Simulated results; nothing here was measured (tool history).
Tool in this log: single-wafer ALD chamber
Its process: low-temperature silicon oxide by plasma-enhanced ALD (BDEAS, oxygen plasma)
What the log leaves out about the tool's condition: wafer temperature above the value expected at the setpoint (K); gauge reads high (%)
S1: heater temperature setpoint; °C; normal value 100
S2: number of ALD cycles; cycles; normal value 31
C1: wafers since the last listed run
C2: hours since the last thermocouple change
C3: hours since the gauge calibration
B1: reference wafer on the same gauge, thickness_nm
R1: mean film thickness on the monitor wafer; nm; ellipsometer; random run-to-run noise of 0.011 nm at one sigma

Run 1, hour 0.0: usual settings but S2 33 cycles; C1 0; C2 828.9; C3 57.8; B1 4.380. Result: R1 4.581 nm.
Run 2, hour 7.7: usual settings but S2 33 cycles; C1 51; C2 836.6; C3 65.5; B1 4.381. Result: R1 4.587 nm.
Run 3, hour 23.4: usual settings; C1 104; C2 852.3; C3 81.2; B1 4.380. Result: R1 4.316 nm.
Run 4, hour 37.0: usual settings; C1 90; C2 865.9; C3 94.8; B1 4.381. Result: R1 4.324 nm.
Run 5, hour 46.3: usual settings; C1 61; C2 875.2; C3 104.1; B1 4.382. Result: R1 4.313 nm.
Run 6, hour 60.9: usual settings; C1 97; C2 889.8; C3 118.7; B1 4.376. Result: R1 4.316 nm.
Run 7, hour 72.7: usual settings but S1 91 °C, S2 30 cycles; C1 78; C2 901.6; C3 130.5; B1 4.381. Result: R1 4.328 nm.
At hour 84.2: gauge calibrated.
Run 8, hour 87.0: usual settings but S1 91 °C, S2 30 cycles; C1 95; C2 915.9; C3 2.8; B1 4.380. Result: R1 4.325 nm.
Run 9, hour 101.9: usual settings; C1 99; C2 930.8; C3 17.7; B1 4.377. Result: R1 4.309 nm.
Run 10, hour 112.8: usual settings but S1 113 °C; C1 72; C2 941.7; C3 28.6; B1 4.379. Result: R1 4.190 nm.
At hour 131.8: thermocouple changed; heater temperature recalibrated.
Run 11, hour 132.3: usual settings; C1 76; C2 0.5; C3 48.1; B1 4.385. Result: R1 4.327 nm.
Run 12, hour 140.3: usual settings but S1 114 °C; C1 53; C2 8.5; C3 56.1; B1 4.383. Result: R1 4.180 nm.
Run 13, hour 158.2: usual settings; C1 119; C2 26.4; C3 74.0; B1 4.381. Result: R1 4.299 nm.
Run 14, hour 175.2: usual settings but S1 85 °C, S2 34 cycles; C1 113; C2 43.4; C3 91.0; B1 4.377. Result: R1 5.032 nm.
Run 15, hour 182.4: usual settings but S2 27 cycles; C1 47; C2 50.6; C3 98.2; B1 4.380. Result: R1 3.751 nm.
At hour 208.5: gauge calibrated.
Run 16, hour 222.6: usual settings but S1 110 °C, S2 25 cycles; C1 267; C2 90.8; C3 14.1; B1 4.381. Result: R1 3.403 nm.
Run 17, hour 229.2: usual settings but S1 105 °C, S2 27 cycles; C1 43; C2 97.4; C3 20.7; B1 4.382. Result: R1 3.737 nm.
Run 18, hour 246.6: usual settings; C1 115; C2 114.8; C3 38.1; B1 4.377. Result: R1 4.301 nm.

3 ways to go on from here, each from the tool as it stands after run 18. What would each give?
Run A, hour 247.1: usual settings; C1 3; C2 115.3; C3 38.6; B1 ?. Result: R1 ?.
Run B, hour 247.1: usual settings but S1 89 °C, S2 34 cycles; C1 3; C2 115.3; C3 38.6; B1 ?. Result: R1 ?.
Run C, hour 247.1: usual settings but S1 94 °C, S2 25 cycles; C1 3; C2 115.3; C3 38.6; B1 ?. Result: R1 ?.

run     B1     R1
  A  4.378  4.312
  B  4.378  4.944
  C  4.378  3.564
Without the tool's unlogged condition, the same runs would have read:
run     R1
  A  4.312
  B  4.944
  C  3.564
